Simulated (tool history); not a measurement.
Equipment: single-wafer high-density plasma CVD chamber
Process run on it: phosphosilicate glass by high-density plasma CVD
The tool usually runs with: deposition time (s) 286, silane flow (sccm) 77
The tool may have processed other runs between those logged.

| run | hour | deposition time (s) | silane flow (sccm) | wafers since the last listed run | hours since the silane flow controller was replaced | hours since the gauge calibration | read-back reference wafer on the same gauge, thickness_nm | mean film thickness on the monitor wafer (angstrom) |
|---|---|---|---|---|---|---|---|---|
| 1 | 0 | 286 | 77 | 0 | 3931.6 | 233.2 | 2428.983 | 20760.32 |
| 2 | 12.3 | 286 | 77 | 95 | 3943.9 | 245.5 | 2428.59 | 20728.06 |
| 3 | 22.8 | 286 | 77 | 81 | 3954.4 | 256 | 2423.507 | 20669.64 |
| 4 | 29.6 | 286 | 77 | 52 | 3961.2 | 262.8 | 2424.106 | 20622.58 |
| 5 | 40.1 | 286 | 68 | 81 | 3971.7 | 273.3 | 2421.486 | 18604.95 |
| 6 | 49.4 | 286 | 77 | 71 | 3981 | 282.6 | 2420.456 | 20672.73 |
| 7 | 65.2 | 305 | 65 | 122 | 3996.8 | 298.4 | 2415.896 | 19035.4 |
|  | 72.8 | gauge calibrated |
| 8 | 76.8 | 286 | 77 | 89 | 4008.4 | 4 | 2451.062 | 20873.58 |
| 9 | 88.4 | 286 | 77 | 89 | 4020 | 15.6 | 2450.333 | 20867.93 |
| 10 | 99.1 | 286 | 77 | 82 | 4030.7 | 26.3 | 2451.475 | 20920.54 |
| 11 | 107.4 | 286 | 77 | 64 | 4039 | 34.6 | 2450.48 | 20944.89 |
| 12 | 140.3 | 286 | 77 | 254 | 4071.9 | 67.5 | 2448.436 | 20937.03 |
| 13 | 149.7 | 286 | 81 | 72 | 4081.3 | 76.9 | 2448.231 | 21814.25 |
| 14 | 155.8 | 286 | 81 | 47 | 4087.4 | 83 | 2449.556 | 21878.67 |
| 15 | 172.1 | 286 | 74 | 126 | 4103.7 | 99.3 | 2447.609 | 20215.08 |
| 16 | 188.8 | 286 | 74 | 129 | 4120.4 | 116 | 2446.421 | 20225.56 |
| 17 | 198 | 286 | 86 | 71 | 4129.6 | 125.2 | 2445.205 | 22989.97 |
| 18 | 208.7 | 305 | 88 | 82 | 4140.3 | 135.9 | 2445.093 | 24943.7 |
| 19 | 215 | 303 | 83 | 48 | 4146.6 | 142.2 | 2442.848 | 23605 |
| 20 | 229.9 | 286 | 77 | 115 | 4161.5 | 157.1 | 2442.175 | 20817.18 |
| 21 | 236.4 | 270 | 91 | 50 | 4168 | 163.6 | 2441.803 | 22758.83 |
| 22 | 248.2 | 314 | 88 | 91 | 4179.8 | 175.4 | 2439.999 | 25695.97 |
| 23 | 261.1 | 268 | 63 | 99 | 4192.7 | 188.3 | 2438.685 | 16410.9 |
| 24 | 268.2 | 231 | 77 | 54 | 4199.8 | 195.4 | 2437.446 | 16795.89 |
| 25 | 278.8 | 339 | 85 | 81 | 4210.4 | 206 | 2435.956 | 26880.2 |
| 26 | 288 | 321 | 82 | 71 | 4219.6 | 215.2 | 2433.406 | 24641.82 |
| 27 | 299.1 | 332 | 90 | 85 | 4230.7 | 226.3 | 2432.519 | 27637.54 |
| 28 | 309.6 | 343 | 66 | 81 | 4241.2 | 236.8 | 2429.213 | 21791.02 |
| 29 | 324 | 233 | 82 | 111 | 4255.6 | 251.2 | 2426.737 | 17829.06 |
|  | 325.1 | gauge calibrated |
| 30 | 330.8 | 286 | 74 | 52 | 4262.4 | 5.7 | 2455.206 | 20281.71 |
| 31 | 340.7 | 338 | 67 | 76 | 4272.3 | 15.6 | 2457.488 | 21941.56 |
|  | 350.8 | silane flow controller replaced |
| 32 | 351.3 | 322 | 66 | 20 | 0.5 | 26.2 | 2457.047 | 20685.01 |
| 33 | 368.9 | 286 | 77 | 136 | 18.1 | 43.8 | 2455 | 20935.28 |
| 34 | 389.8 | 286 | 77 | 161 | 39 | 64.7 | 2455.47 | 20934.99 |
| 35 | 415.1 | 265 | 72 | 195 | 64.3 | 90 | 2453.362 | 18324.95 |
| 36 | 429.7 | 234 | 68 | 112 | 78.9 | 104.6 | 2451.653 | 15392.86 |
| 37 | 445.2 | 251 | 81 | 119 | 94.4 | 120.1 | 2450.028 | 19207.66 |

For each run, what was the tool's unlogged condition?
delivered silane flow above the setpoint (%): 0 in every run
H1: gauge reads high (%)
| run | H1 |
|---|---|
| 1 | -0.839 |
| 2 | -0.926 |
| 3 | -1 |
| 4 | -1.06 |
| 5 | -1.14 |
| 6 | -1.22 |
| 7 | -1.35 |
| 8 | 0.0482 |
| 9 | 0.0448 |
| 10 | 0.0382 |
| 11 | 0.0307 |
| 12 | -0.019 |
| 13 | -0.0391 |
| 14 | -0.0536 |
| 15 | -0.0976 |
| 16 | -0.151 |
| 17 | -0.184 |
| 18 | -0.225 |
| 19 | -0.251 |
| 20 | -0.317 |
| 21 | -0.348 |
| 22 | -0.407 |
| 23 | -0.477 |
| 24 | -0.517 |
| 25 | -0.58 |
| 26 | -0.638 |
| 27 | -0.71 |
| 28 | -0.782 |
| 29 | -0.886 |
| 30 | 0.236 |
| 31 | 0.233 |
| 32 | 0.226 |
| 33 | 0.208 |
| 34 | 0.175 |
| 35 | 0.117 |
| 36 | 0.0746 |
| 37 | 0.023 |
